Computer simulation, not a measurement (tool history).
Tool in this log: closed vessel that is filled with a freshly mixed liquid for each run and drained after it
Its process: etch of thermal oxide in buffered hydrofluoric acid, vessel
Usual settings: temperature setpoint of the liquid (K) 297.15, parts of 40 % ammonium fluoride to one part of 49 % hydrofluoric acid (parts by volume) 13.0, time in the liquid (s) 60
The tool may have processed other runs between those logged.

run   hour  temperature setpoint of the liquid (K)  parts of 40 % ammonium fluoride to one part of 49 % hydrofluoric acid (parts by volume)  time in the liquid (s)  wafers since the last listed run  hours since the thermometer was replaced  hours since the hydrofluoric acid flow meter was replaced  hours since the gauge calibration  read-back film thickness of the thermal oxide reference wafer, read on the same gauge (nm)  thickness taken off the thermal oxide on a monitor wafer (Å)
  1    0.0                                  297.15                                                                                     13.0                      60                                 0                                    1706.7                                                      250.7                              627.1                                                                                      110.01                                                         457.0
  2   14.1                                  297.15                                                                                     13.0                      60                              1582                                    1720.8                                                      264.8                              641.2                                                                                      110.00                                                         459.1
  3   48.3                                  297.15                                                                                     13.0                      60                              3838                                    1755.0                                                      299.0                              675.4                                                                                      109.98                                                         450.7
  4   72.5                                  297.15                                                                                     13.0                      60                              2715                                    1779.2                                                      323.2                              699.6                                                                                      109.97                                                         456.7
  5   92.9                                  297.15                                                                                     11.0                      60                              2289                                    1799.6                                                      343.6                              720.0                                                                                      110.01                                                         537.6
  6  126.0                                  297.15                                                                                     11.0                      60                              3714                                    1832.7                                                      376.7                              753.1                                                                                      109.99                                                         536.4
  7  159.1                                  297.15                                                                                     11.0                      60                              3714                                    1865.8                                                      409.8                              786.2                                                                                      110.01                                                         538.5
     175.9  -- hydrofluoric acid flow meter replaced
  8  188.6                                  297.15                                                                                     13.0                      60                              3198                                    1895.3                                                       12.7                              815.7                                                                                      110.01                                                         444.4
  9  295.5                                  297.15                                                                                     13.0                      60                             11997                                    2002.2                                                      119.6                              922.6                                                                                      109.98                                                         450.6
 10  330.9                                  297.15                                                                                     15.0                      80                              3972                                    2037.6                                                      155.0                              958.0                                                                                      110.00                                                         522.8
 11  346.1                                  297.15                                                                                     15.0                      80                              1705                                    2052.8                                                      170.2                              973.2                                                                                      110.01                                                         520.3
     364.8  -- thermometer replaced
 12  381.2                                  297.15                                                                                     13.0                      60                              3827                                      16.4                                                      205.3                             1008.3                                                                                      109.97                                                         504.0
 13  394.2                                  297.15                                                                                     13.0                      60                              1458                                      29.4                                                      218.3                             1021.3                                                                                      109.99                                                         500.4
 14  407.6                                  297.15                                                                                     10.0                      60                              1503                                      42.8                                                      231.7                             1034.7                                                                                      110.03                                                         649.5
 15  434.2                                  297.15                                                                                      9.0                      75                              2985                                      69.4                                                      258.3                             1061.3                                                                                      110.00                                                         885.6
 16  453.6                                  297.15                                                                                     13.0                      35                              2177                                      88.8                                                      277.7                             1080.7                                                                                      110.03                                                         292.0
     479.0  -- gauge calibrated
 17  481.0                                  297.15                                                                                     13.0                      60                              3075                                     116.2                                                      305.1                                2.0                                                                                      110.00                                                         498.6
 18  504.6                                  297.15                                                                                     10.0                      60                              2648                                     139.8                                                      328.7                               25.6                                                                                      109.96                                                         649.1
 19  518.8                                  295.15                                                                                     16.0                      35                              1593                                     154.0                                                      342.9                               39.8                                                                                      110.04                                                         209.3
 20  543.0                                  294.65                                                                                     13.0                      60                              2715                                     178.2                                                      367.1                               64.0                                                                                      110.02                                                         432.9
 21  561.7                                  299.65                                                                                     13.0                      60                              2098                                     196.9                                                      385.8                               82.7                                                                                      109.97                                                         573.9
 22  584.3                                  297.15                                                                                     13.0                      60                              2536                                     219.5                                                      408.4                              105.3                                                                                      110.00                                                         499.1
 23  619.8                                  295.65                                                                                     13.0                      80                              3984                                     255.0                                                      443.9                              140.8                                                                                      110.02                                                         613.4
     644.5  -- hydrofluoric acid flow meter replaced
 24  653.8                                  295.15                                                                                     16.0                      35                              3703                                     289.0                                                        9.3                              174.8                                                                                      110.02                                                         213.5
 25  686.7                                  298.65                                                                                     16.0                      50                              3692                                     321.9                                                       42.2                              207.7                                                                                      110.00                                                         368.1
 26  717.6                                  297.15                                                                                     13.0                      60                              3467                                     352.8                                                       73.1                              238.6                                                                                      110.00                                                         494.4
 27  750.2                                  294.15                                                                                     13.0                      80                              3658                                     385.4                                                      105.7                              271.2                                                                                      110.01                                                         552.6
 28  769.8                                  293.65                                                                                     10.0                      35                              2199                                     405.0                                                      125.3                              290.8                                                                                      110.01                                                         311.3
 29  798.2                                  301.15                                                                                     18.0                      30                              3187                                     433.4                                                      153.7                              319.2                                                                                      110.01                                                         220.7
 30  811.3                                  295.65                                                                                      8.5                      35                              1470                                     446.5                                                      166.8                              332.3                                                                                      109.97                                                         392.8
 31  840.6                                  301.15                                                                                     11.5                      40                              3288                                     475.8                                                      196.1                              361.6                                                                                      110.01                                                         464.9
 32  875.0                                  294.65                                                                                     17.5                      60                              3860                                     510.2                                                      230.5                              396.0                                                                                      110.03                                                         315.2

Hidden state or all else? Some run-to-run changes of thickness taken off the thermal oxide on a monitor wafer (Å), split into what the settings, what came in and random variation would give without the hidden state, and what is left for the hidden state (with any gauge scatter that isn't in both results):
Hidden state at play: liquid colder than its thermometer reads (K); hydrofluoric acid flow below the setpoint (%); gauge reads high (%).
Run 7 -> 8: parts of 40 % ammonium fluoride to one part of 49 % hydrofluoric acid (parts by volume) 11.0 -> 13.0, hydrofluoric acid flow meter replaced. thickness taken off the thermal oxide on a monitor wafer (Å) -94.1: hidden state +9.8, all else -103.9.
Run 9 -> 10: parts of 40 % ammonium fluoride to one part of 49 % hydrofluoric acid (parts by volume) 13.0 -> 15.0, time in the liquid (s) 60 -> 80. thickness taken off the thermal oxide on a monitor wafer (Å) +72.2: hidden state -9.7, all else +81.9.
Run 11 -> 12: parts of 40 % ammonium fluoride to one part of 49 % hydrofluoric acid (parts by volume) 15.0 -> 13.0, time in the liquid (s) 80 -> 60, thermometer replaced. thickness taken off the thermal oxide on a monitor wafer (Å) -16.3: hidden state +62.8, all else -79.1.
Run 15 -> 16: parts of 40 % ammonium fluoride to one part of 49 % hydrofluoric acid (parts by volume) 9.0 -> 13.0, time in the liquid (s) 75 -> 35. thickness taken off the thermal oxide on a monitor wafer (Å) -593.6: hidden state +2.5, all else -596.1.
Run 18 -> 19: temperature setpoint of the liquid (K) 297.15 -> 295.15, parts of 40 % ammonium fluoride to one part of 49 % hydrofluoric acid (parts by volume) 10.0 -> 16.0, time in the liquid (s) 60 -> 35. thickness taken off the thermal oxide on a monitor wafer (Å) -439.8: hidden state +3.1, all else -442.9.
Run 23 -> 24: temperature setpoint of the liquid (K) 295.65 -> 295.15, parts of 40 % ammonium fluoride to one part of 49 % hydrofluoric acid (parts by volume) 13.0 -> 16.0, time in the liquid (s) 80 -> 35, hydrofluoric acid flow meter replaced. thickness taken off the thermal oxide on a monitor wafer (Å) -399.9: hidden state +4.9, all else -404.8.
